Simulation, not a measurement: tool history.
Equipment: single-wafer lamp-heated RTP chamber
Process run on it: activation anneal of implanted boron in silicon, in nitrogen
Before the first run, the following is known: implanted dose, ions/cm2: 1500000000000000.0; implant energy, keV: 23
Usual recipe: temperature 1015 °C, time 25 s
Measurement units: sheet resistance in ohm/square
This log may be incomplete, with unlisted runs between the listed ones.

run	day	temperature	time	wafers since the last listed run	wafers since the last pyrometer calibration	wafers since the reflector plate was cleaned	hours since the gauge calibration	read-back reference wafer on the same gauge, sheet resistance	sheet resistance
1	0	1015	36	0	646	4349	274.2	72.55	85.62
2	2.304	1015	36	807	1454	5157	329.5	72.65	85.54
3	5.038	1015	36	958	2412	6115	395.1	72.57	85.52
4	6.55	1015	18	530	2942	6645	431.4	72.66	87.35
# day 6.908: pyrometer window cleaned and pyrometer calibrated
5	7.996	1015	18	389	381	7035	466.1	72.58	86.22
6	10.483	1015	25	872	1253	7907	525.8	72.6	85.39
7	13.083	1015	25	911	2164	8819	588.2	72.59	85.83
# day 15.188: pyrometer window cleaned and pyrometer calibrated
8	15.662	1015	25	787	167	9606	650.1	72.64	85.83
9	17.4	1015	25	609	776	10215	691.8	72.5	85.55
10	19.25	1015	25	648	1424	10864	736.2	72.54	85.12
11	22.158	1015	25	1019	2444	11883	806	72.56	85.33
# day 23.112: reflector plate cleaned
# day 23.129: pyrometer window cleaned and pyrometer calibrated
12	23.979	1031	14	514	297	297	849.7	72.61	86.02
13	25.071	1003	39	382	680	680	875.9	72.53	87.82
# day 26.05: gauge calibrated
14	27.467	1003	39	839	1520	1520	34	72.67	87.98
15	29.279	1039	25	635	2155	2155	77.5	72.61	83.14
# day 31.258: pyrometer window cleaned and pyrometer calibrated
16	31.279	1035	37	584	7	2739	125.5	72.49	83.26
17	32.421	1015	25	400	407	3139	152.9	72.62	86.22
18	34.438	1015	39	706	1114	3846	201.3	72.62	85.29
19	35.6	1015	30	407	1522	4254	229.2	72.54	85.96

What will run 20 give?
20	36.975	1015	25	482	2004	4736	262.2	?	?

Run 20 came out at read-back reference wafer on the same gauge, sheet resistance 72.62, sheet resistance 86.06 ohm/square.
Had the tool carried no hidden state, the very same run would have given sheet resistance 86.23 ohm/square.
